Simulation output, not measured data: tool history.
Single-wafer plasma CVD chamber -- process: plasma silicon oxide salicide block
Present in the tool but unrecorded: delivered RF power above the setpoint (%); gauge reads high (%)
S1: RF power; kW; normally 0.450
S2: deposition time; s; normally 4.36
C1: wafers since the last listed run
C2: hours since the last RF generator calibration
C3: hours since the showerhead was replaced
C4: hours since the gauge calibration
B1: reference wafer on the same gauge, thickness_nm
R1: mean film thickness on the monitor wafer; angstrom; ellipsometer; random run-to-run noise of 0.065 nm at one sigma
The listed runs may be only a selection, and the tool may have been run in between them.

run	day	S1	S2	C1	C2	C3	C4	B1	R1
1	0.000	0.450	4.36	0	879.4	4883.4	3.4	41.500	434.96
2	0.358	0.450	4.36	280	888.0	4892.0	12.0	41.505	435.98
3	0.875	0.450	4.36	403	900.4	4904.4	24.4	41.497	434.70
# day 2.854: showerhead replaced
4	2.875	0.450	4.36	1302	948.4	0.5	72.4	41.508	434.35
5	3.504	0.450	4.36	491	963.5	15.6	87.5	41.492	434.77
6	3.758	0.515	4.36	198	969.6	21.7	93.6	41.505	452.11
7	4.112	0.450	4.54	276	978.1	30.2	102.1	41.514	452.57
8	4.479	0.475	4.14	286	986.9	39.0	110.9	41.491	418.90
9	4.846	0.480	5.22	286	995.7	47.8	119.7	41.479	530.43

The next listed run, before its measurement:
# day 5.592: RF generator calibrated
10	5.612	0.450	4.36	338	0.5	66.2	138.1	?	?

Run 10 gave B1 41.497, R1 434.58 angstrom.
Minus the tool's unlogged condition, the same run would have read R1 434.58 angstrom.
